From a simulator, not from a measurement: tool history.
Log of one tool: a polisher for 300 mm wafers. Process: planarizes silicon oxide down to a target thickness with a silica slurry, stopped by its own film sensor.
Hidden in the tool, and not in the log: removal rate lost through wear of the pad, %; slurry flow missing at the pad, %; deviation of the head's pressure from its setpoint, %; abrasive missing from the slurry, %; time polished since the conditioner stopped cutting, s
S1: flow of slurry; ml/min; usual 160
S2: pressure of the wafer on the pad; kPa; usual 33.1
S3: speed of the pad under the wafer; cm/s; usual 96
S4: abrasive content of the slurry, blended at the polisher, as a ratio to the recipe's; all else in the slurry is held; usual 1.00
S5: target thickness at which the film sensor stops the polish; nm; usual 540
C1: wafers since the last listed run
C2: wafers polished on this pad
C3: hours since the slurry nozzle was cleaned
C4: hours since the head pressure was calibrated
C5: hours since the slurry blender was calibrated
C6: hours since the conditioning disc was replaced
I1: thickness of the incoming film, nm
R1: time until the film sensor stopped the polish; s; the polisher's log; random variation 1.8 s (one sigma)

| run | hour | S1 | S2 | S3 | S4 | S5 | C1 | C2 | C3 | C4 | C5 | C6 | I1 | R1 |
|---|---|---|---|---|---|---|---|---|---|---|---|---|---|---|
| 1 | 0.0 | 160 | 33.1 | 96 | 1.00 | 540 | 0 | 822 | 59.8 | 256.6 | 290.6 | 189.2 | 835.0 | 108.3 |
|  | 161.6 | head pressure recalibrated |
|  | 191.4 | conditioning disc replaced and pad reconditioned |
|  | 203.3 | slurry blender recalibrated |
| 2 | 215.6 | 160 | 33.1 | 96 | 1.00 | 540 | 1727 | 2550 | 275.4 | 54.0 | 12.3 | 24.2 | 855.6 | 117.8 |
| 3 | 268.9 | 160 | 33.1 | 96 | 1.00 | 540 | 439 | 2989 | 328.7 | 107.3 | 65.6 | 77.5 | 855.2 | 114.0 |
| 4 | 338.2 | 160 | 33.1 | 96 | 1.00 | 540 | 571 | 3561 | 398.0 | 176.6 | 134.9 | 146.8 | 853.5 | 116.8 |
|  | 367.4 | worn pad replaced by a new one, repeated, since the last time left the tool worse |
| 5 | 409.6 | 160 | 33.1 | 96 | 1.00 | 540 | 555 | 348 | 469.4 | 248.0 | 206.3 | 218.2 | 857.1 | 99.3 |
|  | 451.2 | slurry nozzle cleaned |
| 6 | 470.1 | 160 | 33.1 | 96 | 1.00 | 540 | 490 | 838 | 18.9 | 308.5 | 266.8 | 278.7 | 847.7 | 100.0 |
| 7 | 523.5 | 160 | 33.1 | 96 | 1.00 | 540 | 440 | 1278 | 72.3 | 361.9 | 320.2 | 332.1 | 849.8 | 101.6 |
| 8 | 574.2 | 160 | 33.1 | 96 | 1.00 | 540 | 417 | 1696 | 123.0 | 412.6 | 370.9 | 382.8 | 860.0 | 107.9 |
|  | 630.6 | head pressure recalibrated |
| 9 | 639.1 | 160 | 33.1 | 96 | 1.25 | 540 | 518 | 2215 | 187.9 | 8.5 | 435.8 | 447.7 | 848.4 | 91.1 |
| 10 | 663.8 | 160 | 30.3 | 96 | 1.00 | 580 | 203 | 2418 | 212.6 | 33.2 | 460.5 | 472.4 | 847.2 | 97.1 |
|  | 671.5 | slurry blender recalibrated |
|  | 680.0 | conditioning disc replaced and pad reconditioned |
| 11 | 719.7 | 160 | 26.2 | 126 | 1.00 | 540 | 427 | 2846 | 268.5 | 89.1 | 48.2 | 39.7 | 857.8 | 106.6 |
| 12 | 755.3 | 185 | 33.1 | 62 | 1.00 | 540 | 293 | 3140 | 304.1 | 124.7 | 83.8 | 75.3 | 846.3 | 139.1 |
|  | 776.6 | worn pad replaced by a new one |
| 13 | 803.1 | 160 | 33.1 | 96 | 1.00 | 540 | 361 | 218 | 351.9 | 172.5 | 131.6 | 123.1 | 841.8 | 95.4 |

Forecast run 14:
| 14 | 829.9 | 145 | 33.1 | 122 | 1.15 | 540 | 220 | 439 | 378.7 | 199.3 | 158.4 | 149.9 | 844.9 | ? |

Run 14 gave R1 72.5 s.
Without the tool's hidden state the same run would have given R1 70.3 s.

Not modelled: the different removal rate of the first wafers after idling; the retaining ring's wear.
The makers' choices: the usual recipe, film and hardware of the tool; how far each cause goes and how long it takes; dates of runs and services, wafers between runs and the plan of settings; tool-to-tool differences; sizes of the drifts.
